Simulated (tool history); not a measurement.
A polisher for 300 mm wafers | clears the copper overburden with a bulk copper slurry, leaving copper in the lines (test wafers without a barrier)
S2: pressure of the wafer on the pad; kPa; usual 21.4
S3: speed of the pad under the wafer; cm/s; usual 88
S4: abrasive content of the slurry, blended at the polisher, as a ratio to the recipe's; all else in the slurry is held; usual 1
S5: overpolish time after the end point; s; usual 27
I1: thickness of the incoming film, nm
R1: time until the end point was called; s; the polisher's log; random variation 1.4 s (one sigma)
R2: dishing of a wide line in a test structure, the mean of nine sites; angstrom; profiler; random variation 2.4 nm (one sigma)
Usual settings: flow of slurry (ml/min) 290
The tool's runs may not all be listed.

run 1 hour=0 | flow_of_slurry_(ml/min)=290 S2=16.5 S3=88 S4=1.05 S5=27 | I1=1007.2 | R1=174.6 R2=793
run 2 hour=106.6 | flow_of_slurry_(ml/min)=290 S2=21.4 S3=88 S4=1 S5=27 | I1=1011.5 | R1=132.6 R2=993
run 3 hour=146.2 | flow_of_slurry_(ml/min)=290 S2=21.4 S3=88 S4=1 S5=27 | I1=1007.6 | R1=132.2 R2=989
run 4 hour=248.3 | flow_of_slurry_(ml/min)=290 S2=21.4 S3=102 S4=1 S5=27 | I1=992 | R1=121.1 R2=1015
run 5 hour=286.1 | flow_of_slurry_(ml/min)=290 S2=21.4 S3=102 S4=1 S5=27 | I1=1002.5 | R1=121.3 R2=1029
run 6 hour=340.4 | flow_of_slurry_(ml/min)=290 S2=21.4 S3=88 S4=1 S5=27 | I1=989.1 | R1=135.8 R2=982
run 7 hour=422.8 | flow_of_slurry_(ml/min)=290 S2=21.4 S3=88 S4=1 S5=27 | I1=993.2 | R1=130.3 R2=992
run 8 hour=658.7 | flow_of_slurry_(ml/min)=290 S2=21.4 S3=88 S4=1 S5=27 | I1=993.3 | R1=136.1 R2=963
run 9 hour=765.3 | flow_of_slurry_(ml/min)=220 S2=21.4 S3=88 S4=1 S5=27 | I1=1006.3 | R1=137.2 R2=972
run 10 hour=810.9 | flow_of_slurry_(ml/min)=210 S2=21.4 S3=96 S4=0.75 S5=13 | I1=999.5 | R1=137.4 R2=591
run 11 hour=886.6 | flow_of_slurry_(ml/min)=290 S2=28.3 S3=88 S4=0.7 S5=27 | I1=1001.9 | R1=108.3 R2=1150
run 12 hour=958.4 | flow_of_slurry_(ml/min)=290 S2=21.4 S3=78 S4=0.9 S5=27 | I1=1003.7 | R1=148.1 R2=918
run 13 hour=1023.4 | flow_of_slurry_(ml/min)=290 S2=21.4 S3=102 S4=1 S5=27 | I1=1009.9 | R1=121.8 R2=1038
run 14 hour=1092.1 | flow_of_slurry_(ml/min)=290 S2=21.4 S3=88 S4=1 S5=11 | I1=996.5 | R1=131.1 R2=540
run 15 hour=1183.4 | flow_of_slurry_(ml/min)=380 S2=21.4 S3=88 S4=1 S5=13 | I1=1009.1 | R1=132.4 R2=611
run 16 hour=1235.9 | flow_of_slurry_(ml/min)=390 S2=21.4 S3=88 S4=1.2 S5=27 | I1=1005.1 | R1=128.4 R2=1013
run 17 hour=1281 | flow_of_slurry_(ml/min)=290 S2=21.4 S3=88 S4=1 S5=27 | I1=1002.1 | R1=135.4 R2=986
run 18 hour=1340.3 | flow_of_slurry_(ml/min)=290 S2=21.4 S3=88 S4=1 S5=15 | I1=1008.4 | R1=132.5 R2=677
run 19 hour=1447.8 | flow_of_slurry_(ml/min)=290 S2=21.4 S3=88 S4=1 S5=27 | I1=1005.9 | R1=134.8 R2=984

Taken out of this log: 14 entries between the listed runs. Where each belongs, and how the hidden state differs across it:
Between runs 1 and 2: slurry blender recalibrated (hour 60.8)
  abrasive missing from the slurry, %: 27.7 -> 6.21
  measured less the result without the state, R1: +8.1 -> +1.3 s; R2: -23 -> -5 angstrom
Between runs 3 and 4: worn pad replaced by a new one (hour 157.1)
  abrasive missing from the slurry, %: 10.2 -> 20.5
  measured less the result without the state, R1: +2.2 -> +4.1 s; R2: -9 -> -18 angstrom
Between runs 6 and 7: slurry blender recalibrated (hour 345.2); slurry nozzle cleaned (hour 416.7)
  abrasive missing from the slurry, %: 29.8 -> 10.9
  measured less the result without the state, R1: +6.8 -> +2.3 s; R2: -28 -> -9 angstrom
Between runs 7 and 8: worn pad replaced by a new one (hour 482.9); head pressure recalibrated (hour 552.8)
  abrasive missing from the slurry, %: 10.9 -> 34.7
  measured less the result without the state, R1: +2.3 -> +8 s; R2: -9 -> -33 angstrom
Between runs 8 and 9: slurry blender recalibrated (hour 676.9)
  abrasive missing from the slurry, %: 34.7 -> 11.3
  measured less the result without the state, R1: +8 -> +2.5 s; R2: -33 -> -10 angstrom
Between runs 9 and 10: worn pad replaced by a new one (hour 789.8)
  abrasive missing from the slurry, %: 11.3 -> 15.9
  measured less the result without the state, R1: +2.5 -> +3.5 s; R2: -10 -> -11 angstrom
Between runs 12 and 13: slurry blender recalibrated (hour 975.5)
  abrasive missing from the slurry, %: 30.8 -> 5.64
  measured less the result without the state, R1: +7.6 -> +1 s; R2: -28 -> -5 angstrom
Between runs 13 and 14: worn pad replaced by a new one (hour 1089.6)
  abrasive missing from the slurry, %: 5.64 -> 12.6
  measured less the result without the state, R1: +1 -> +2.6 s; R2: -5 -> -9 angstrom
Between runs 14 and 15: slurry nozzle cleaned (hour 1134.6); head pressure recalibrated (hour 1137.5)
  abrasive missing from the slurry, %: 12.6 -> 21.8
  measured less the result without the state, R1: +2.6 -> +4.7 s; R2: -9 -> -17 angstrom
Between runs 17 and 18: slurry blender recalibrated (hour 1287.2)
  abrasive missing from the slurry, %: 31.7 -> 7.66
  measured less the result without the state, R1: +7.2 -> +1.6 s; R2: -31 -> -6 angstrom
Between runs 18 and 19: worn pad replaced by a new one (hour 1346.1)
  abrasive missing from the slurry, %: 7.66 -> 18.5
  measured less the result without the state, R1: +1.6 -> +4 s; R2: -6 -> -16 angstrom

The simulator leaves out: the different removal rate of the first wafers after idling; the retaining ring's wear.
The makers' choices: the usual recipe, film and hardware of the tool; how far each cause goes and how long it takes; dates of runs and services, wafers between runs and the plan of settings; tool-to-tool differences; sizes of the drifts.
